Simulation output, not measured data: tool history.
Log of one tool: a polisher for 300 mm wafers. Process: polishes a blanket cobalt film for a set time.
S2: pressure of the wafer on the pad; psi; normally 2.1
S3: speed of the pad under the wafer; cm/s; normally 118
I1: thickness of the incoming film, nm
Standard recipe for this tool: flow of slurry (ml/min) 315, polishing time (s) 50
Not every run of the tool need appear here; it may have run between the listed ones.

{"run": 1, "hour": 0.0, "flow of slurry (ml/min)": 315, "S2": 2.3, "S3": 118, "polishing time (s)": 43, "I1": 1454.7, "film removed (Å)": 2438}
{"hour": 94.3, "done": "slurry nozzle cleaned"}
{"run": 2, "hour": 245.7, "flow of slurry (ml/min)": 315, "S2": 2.2, "S3": 118, "polishing time (s)": 50, "I1": 1459.5, "film removed (Å)": 2621}
{"run": 3, "hour": 324.3, "flow of slurry (ml/min)": 315, "S2": 2.1, "S3": 86, "polishing time (s)": 57, "I1": 1454.4, "film removed (Å)": 2145}
{"hour": 372.8, "done": "worn pad replaced by a new one"}
{"run": 4, "hour": 383.5, "flow of slurry (ml/min)": 315, "S2": 2.1, "S3": 86, "polishing time (s)": 57, "I1": 1428.6, "film removed (Å)": 2162}
{"run": 5, "hour": 456.8, "flow of slurry (ml/min)": 315, "S2": 2.1, "S3": 118, "polishing time (s)": 50, "I1": 1454.6, "film removed (Å)": 2617}
{"hour": 571.3, "done": "head pressure recalibrated"}
{"hour": 767.2, "done": "slurry nozzle cleaned"}
{"run": 6, "hour": 774.5, "flow of slurry (ml/min)": 315, "S2": 2.1, "S3": 118, "polishing time (s)": 50, "I1": 1446.7, "film removed (Å)": 2578}
{"run": 7, "hour": 834.7, "flow of slurry (ml/min)": 315, "S2": 2.1, "S3": 118, "polishing time (s)": 50, "I1": 1455.8, "film removed (Å)": 2647}
{"run": 8, "hour": 876.9, "flow of slurry (ml/min)": 315, "S2": 2.1, "S3": 118, "polishing time (s)": 50, "I1": 1415.6, "film removed (Å)": 2625}
{"hour": 1028.4, "done": "worn pad replaced by a new one"}
{"run": 9, "hour": 1124.6, "flow of slurry (ml/min)": 315, "S2": 2.1, "S3": 118, "polishing time (s)": 50, "I1": 1433.3, "film removed (Å)": 2554}
{"run": 10, "hour": 1171.4, "flow of slurry (ml/min)": 315, "S2": 2.1, "S3": 118, "polishing time (s)": 50, "I1": 1444.7, "film removed (Å)": 2587}
{"run": 11, "hour": 1260.0, "flow of slurry (ml/min)": 315, "S2": 2.1, "S3": 118, "polishing time (s)": 50, "I1": 1437.4, "film removed (Å)": 2596}
{"run": 12, "hour": 1351.9, "flow of slurry (ml/min)": 315, "S2": 2.1, "S3": 118, "polishing time (s)": 50, "I1": 1449.4, "film removed (Å)": 2581}
{"run": 13, "hour": 1428.8, "flow of slurry (ml/min)": 315, "S2": 2.1, "S3": 118, "polishing time (s)": 50, "I1": 1449.3, "film removed (Å)": 2541}
{"hour": 1479.6, "done": "slurry nozzle cleaned"}
{"hour": 1644.9, "done": "worn pad replaced by a new one"}
{"run": 14, "hour": 1681.6, "flow of slurry (ml/min)": 315, "S2": 2.1, "S3": 118, "polishing time (s)": 45, "I1": 1436.8, "film removed (Å)": 2369}
{"run": 15, "hour": 1787.3, "flow of slurry (ml/min)": 315, "S2": 2.1, "S3": 118, "polishing time (s)": 50, "I1": 1459.3, "film removed (Å)": 2644}
{"hour": 1824.5, "done": "head pressure recalibrated"}
{"run": 16, "hour": 1876.0, "flow of slurry (ml/min)": 425, "S2": 2.1, "S3": 118, "polishing time (s)": 58, "I1": 1454.4, "film removed (Å)": 2991}
{"run": 17, "hour": 1968.8, "flow of slurry (ml/min)": 205, "S2": 2.1, "S3": 106, "polishing time (s)": 68, "I1": 1452.1, "film removed (Å)": 3067}
{"run": 18, "hour": 2065.0, "flow of slurry (ml/min)": 205, "S2": 2.1, "S3": 118, "polishing time (s)": 38, "I1": 1433.4, "film removed (Å)": 1886}
{"run": 19, "hour": 2111.1, "flow of slurry (ml/min)": 315, "S2": 2.3, "S3": 118, "polishing time (s)": 50, "I1": 1430.8, "film removed (Å)": 2858}
{"run": 20, "hour": 2184.9, "flow of slurry (ml/min)": 315, "S2": 1.8, "S3": 118, "polishing time (s)": 50, "I1": 1434.4, "film removed (Å)": 2281}
{"hour": 2198.2, "done": "slurry nozzle cleaned"}
{"hour": 2235.8, "done": "worn pad replaced by a new one"}
{"run": 21, "hour": 2279.8, "flow of slurry (ml/min)": 315, "S2": 2.5, "S3": 118, "polishing time (s)": 50, "I1": 1428.0, "film removed (Å)": 3031}
{"run": 22, "hour": 2375.0, "flow of slurry (ml/min)": 315, "S2": 1.5, "S3": 118, "polishing time (s)": 67, "I1": 1442.7, "film removed (Å)": 2498}
{"run": 23, "hour": 2466.3, "flow of slurry (ml/min)": 390, "S2": 2.1, "S3": 118, "polishing time (s)": 50, "I1": 1462.3, "film removed (Å)": 2622}
{"run": 24, "hour": 2563.0, "flow of slurry (ml/min)": 315, "S2": 2.2, "S3": 118, "polishing time (s)": 50, "I1": 1438.7, "film removed (Å)": 2720}
{"run": 25, "hour": 2657.9, "flow of slurry (ml/min)": 425, "S2": 2.1, "S3": 118, "polishing time (s)": 58, "I1": 1451.6, "film removed (Å)": 3124}
{"run": 26, "hour": 2740.9, "flow of slurry (ml/min)": 315, "S2": 2.1, "S3": 118, "polishing time (s)": 50, "I1": 1438.8, "film removed (Å)": 2547}
{"hour": 2806.4, "done": "slurry nozzle cleaned"}
{"run": 27, "hour": 2806.9, "flow of slurry (ml/min)": 315, "S2": 2.1, "S3": 118, "polishing time (s)": 50, "I1": 1422.0, "film removed (Å)": 2542}
{"hour": 2833.2, "done": "worn pad replaced by a new one"}
{"run": 28, "hour": 2865.5, "flow of slurry (ml/min)": 315, "S2": 2.1, "S3": 96, "polishing time (s)": 50, "I1": 1459.1, "film removed (Å)": 2137}

Each row is a separate what-if for the run after 28, all from the same tool condition, not one after another. Results?
{"run": "A", "hour": 2865.9, "flow of slurry (ml/min)": 315, "S2": 2.1, "S3": 118, "polishing time (s)": 50, "I1": 1427.4, "film removed (Å)": "?"}
{"run": "B", "hour": 2865.9, "flow of slurry (ml/min)": 260, "S2": 2.5, "S3": 100, "polishing time (s)": 57, "I1": 1427.4, "film removed (Å)": "?"}
{"run": "C", "hour": 2865.9, "flow of slurry (ml/min)": 315, "S2": 2.1, "S3": 118, "polishing time (s)": 59, "I1": 1427.4, "film removed (Å)": "?"}
{"run": "D", "hour": 2865.9, "flow of slurry (ml/min)": 315, "S2": 2.1, "S3": 118, "polishing time (s)": 33, "I1": 1427.4, "film removed (Å)": "?"}

run=A film_removed_(Å)=2611
run=B film_removed_(Å)=2949
run=C film_removed_(Å)=3081
run=D film_removed_(Å)=1723
Without the tool's unlogged condition, the same runs would have read:
run=A film_removed_(Å)=2611
run=B film_removed_(Å)=2949
run=C film_removed_(Å)=3081
run=D film_removed_(Å)=1723
